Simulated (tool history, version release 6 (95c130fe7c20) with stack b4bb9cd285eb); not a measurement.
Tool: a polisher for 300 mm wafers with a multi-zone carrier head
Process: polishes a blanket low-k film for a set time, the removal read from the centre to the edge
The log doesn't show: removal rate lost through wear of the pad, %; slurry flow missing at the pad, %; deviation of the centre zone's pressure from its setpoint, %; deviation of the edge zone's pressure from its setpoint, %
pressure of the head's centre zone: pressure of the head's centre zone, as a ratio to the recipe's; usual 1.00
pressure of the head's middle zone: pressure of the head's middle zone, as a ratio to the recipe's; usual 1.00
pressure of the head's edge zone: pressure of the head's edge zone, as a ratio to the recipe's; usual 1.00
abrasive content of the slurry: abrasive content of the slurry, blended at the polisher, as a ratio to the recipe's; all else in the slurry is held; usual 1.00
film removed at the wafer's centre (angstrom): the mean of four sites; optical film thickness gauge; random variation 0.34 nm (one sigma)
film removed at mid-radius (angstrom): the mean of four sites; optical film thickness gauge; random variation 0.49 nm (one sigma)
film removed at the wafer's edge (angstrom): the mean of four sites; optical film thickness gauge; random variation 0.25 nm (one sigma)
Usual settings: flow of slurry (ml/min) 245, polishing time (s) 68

run	hour	flow of slurry (ml/min)	pressure of the head's centre zone	pressure of the head's middle zone	pressure of the head's edge zone	abrasive content of the slurry	polishing time (s)	wafers since the last listed run	wafers polished on this pad	hours since the slurry nozzle was cleaned	hours since the centre zone pressure was calibrated	hours since the edge zone pressure was calibrated	hours since the carrier head's membrane was replaced	incoming thickness of the incoming film, nm	film removed at the wafer's centre (angstrom)	film removed at mid-radius (angstrom)	film removed at the wafer's edge (angstrom)
1	0.0	245	1.00	1.00	1.00	0.85	68	0	1486	279.8	1062.0	495.7	152.5	569.8	342	318	334
2	85.8	245	0.97	1.00	1.00	1.00	68	880	2366	365.6	1147.8	581.5	238.3	578.7	346	337	351
3	175.7	245	1.00	1.00	0.93	1.00	55	922	3289	455.5	1237.7	671.4	328.2	568.7	287	265	269
# hour 192.5: edge zone pressure recalibrated
# hour 215.6: slurry nozzle cleaned
4	264.1	245	1.00	1.00	1.00	1.00	68	876	4165	48.5	1326.1	71.6	416.6	567.1	329	312	326
# hour 338.6: worn pad replaced by a new one
5	339.1	245	1.00	1.00	1.00	1.00	68	728	4	123.5	1401.1	146.6	491.6	571.9	375	366	365
# hour 367.2: carrier head's membrane replaced by a new one
# hour 402.6: centre zone pressure recalibrated
6	407.0	245	1.00	1.00	1.00	1.00	68	625	629	191.4	4.4	214.5	39.8	562.6	374	353	367
7	472.4	245	1.00	1.00	1.00	1.00	68	671	1301	256.8	69.8	279.9	105.2	567.1	366	355	356
8	557.8	290	1.11	1.09	1.00	1.10	68	876	2177	342.2	155.2	365.3	190.6	563.6	430	414	371
9	596.7	310	1.09	1.00	1.00	0.80	68	399	2576	381.1	194.1	404.2	229.5	575.8	364	320	319
10	667.8	245	1.00	1.00	1.00	1.00	68	729	3306	452.2	265.2	475.3	300.6	559.9	344	326	340
# hour 673.4: slurry nozzle cleaned
# hour 745.7: worn pad replaced by a new one
11	759.0	285	1.00	1.11	1.00	1.00	68	884	136	85.6	356.4	566.5	391.8	575.3	388	420	368
12	852.1	325	1.00	1.00	1.00	1.00	68	955	1092	178.7	449.5	659.6	484.9	565.6	378	367	367
# hour 864.8: carrier head's membrane replaced by a new one
13	916.8	180	0.88	1.00	1.00	1.00	68	612	1705	243.4	514.2	724.3	52.0	566.1	309	334	348
# hour 935.1: edge zone pressure recalibrated
14	986.8	245	1.00	1.00	1.03	1.00	68	697	2403	313.4	584.2	51.7	122.0	567.4	360	344	354
15	1038.4	245	1.00	1.00	1.00	1.00	68	529	2932	365.0	635.8	103.3	173.6	569.1	358	336	348
16	1095.3	160	1.00	1.00	0.90	1.00	50	584	3516	421.9	692.7	160.2	230.5	574.8	242	234	234
# hour 1141.8: slurry nozzle cleaned
17	1183.7	245	1.00	1.00	1.00	1.00	68	897	4413	41.9	781.1	248.6	318.9	566.5	330	319	326
# hour 1224.9: worn pad replaced by a new one
18	1225.4	245	1.00	1.00	1.00	1.00	68	386	4	83.6	822.8	290.3	360.6	569.7	370	348	363
19	1322.3	245	1.08	1.00	1.00	1.00	68	994	999	180.5	919.7	387.2	457.5	565.4	402	358	359

The next listed run, before its measurement:
20	1379.4	245	1.00	1.00	1.08	0.80	47	586	1585	237.6	976.8	444.3	514.6	567.0	?	?	?

{"run 20": {"film removed at the wafer's centre (angstrom)": 230, "film removed at mid-radius (angstrom)": 219, "film removed at the wafer's edge (angstrom)": 226}}
Without the tool's hidden state the same run would have given film removed at the wafer's centre (angstrom) 235, film removed at mid-radius (angstrom) 225, film removed at the wafer's edge (angstrom) 232.
